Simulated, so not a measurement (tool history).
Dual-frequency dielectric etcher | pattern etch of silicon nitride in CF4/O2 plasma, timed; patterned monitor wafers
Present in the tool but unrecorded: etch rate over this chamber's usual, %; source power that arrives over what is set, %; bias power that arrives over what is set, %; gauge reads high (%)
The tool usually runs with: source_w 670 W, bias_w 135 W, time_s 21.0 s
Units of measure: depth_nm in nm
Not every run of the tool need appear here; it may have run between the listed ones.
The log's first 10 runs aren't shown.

run,hour,source_w,bias_w,time_s,wafers since the last listed run,hours since the last wet clean,hours since the last source power generator calibration,hours since the last bias power generator calibration,hours since the last upper electrode change,hours since the gauge calibration,"read-back reference wafer on the same gauge, depth_nm",depth_nm
11,670.9,670,135,21.0,1303,443.9,2738.3,1057.1,4001.1,2152.0,54.20,50.23
12,751.4,670,135,21.0,1143,524.4,2818.8,1137.6,4081.6,2232.5,54.12,50.40
13,792.9,670,135,21.0,589,565.9,2860.3,1179.1,4123.1,2274.0,54.22,50.71
# hour 820.2: wet clean of the chamber
14,861.9,590,135,23.5,639,41.7,2929.3,1248.1,4192.1,2343.0,54.24,49.26
15,947.7,590,135,23.5,1218,127.5,3015.1,1333.9,4277.9,2428.8,54.20,49.28
16,986.9,670,135,25.5,556,166.7,3054.3,1373.1,4317.1,2468.0,54.26,60.97
17,1094.5,520,166,16.5,1527,274.3,3161.9,1480.7,4424.7,2575.6,54.15,32.87
18,1178.0,670,123,21.0,1185,357.8,3245.4,1564.2,4508.2,2659.1,54.18,48.56
19,1221.8,580,118,16.5,621,401.6,3289.2,1608.0,4552.0,2702.9,54.21,32.01
20,1281.3,670,124,21.0,844,461.1,3348.7,1667.5,4611.5,2762.4,54.24,48.68
21,1331.1,670,135,21.0,707,510.9,3398.5,1717.3,4661.3,2812.2,54.19,50.58
# hour 1354.9: gauge calibrated
22,1376.6,670,135,21.0,646,556.4,3444.0,1762.8,4706.8,21.7,54.13,50.08
# hour 1403.8: bias power generator calibrated
# hour 1431.7: wet clean of the chamber
23,1432.7,670,135,21.0,399,1.0,3500.1,28.9,4762.9,77.8,54.26,51.76
# hour 1452.8: source power generator calibrated
# hour 1506.8: upper electrode replaced
24,1615.7,670,135,21.0,2201,184.0,162.9,211.9,108.9,260.8,54.20,50.93
25,1683.9,780,135,21.0,968,252.2,231.1,280.1,177.1,329.0,54.16,59.51
26,1770.5,670,135,19.0,1229,338.8,317.7,366.7,263.7,415.6,54.25,46.43
27,1830.0,670,106,26.5,844,398.3,377.2,426.2,323.2,475.1,54.16,57.99
28,1932.8,810,135,21.0,1459,501.1,480.0,529.0,426.0,577.9,54.20,61.60
# hour 2019.5: wet clean of the chamber
29,2020.0,540,145,15.0,897,0.5,567.2,616.2,513.2,665.1,54.18,29.63
30,2081.7,670,163,21.0,876,62.2,628.9,677.9,574.9,726.8,54.25,55.05
31,2138.5,670,135,21.0,806,119.0,685.7,734.7,631.7,783.6,54.21,50.63

Forecast each of these 3 alternatives for the next run:
A,2138.9,670,135,21.0,5,119.4,686.1,735.1,632.1,784.0,?,?
B,2138.9,670,149,21.0,5,119.4,686.1,735.1,632.1,784.0,?,?
C,2138.9,610,162,18.0,5,119.4,686.1,735.1,632.1,784.0,?,?

run,"read-back reference wafer on the same gauge, depth_nm",depth_nm
A,54.12,50.76
B,54.12,52.95
C,54.12,42.58
With the hidden condition removed and each run's random variation left untouched, the same runs would have given:
run,depth_nm
A,51.61
B,53.86
C,43.34
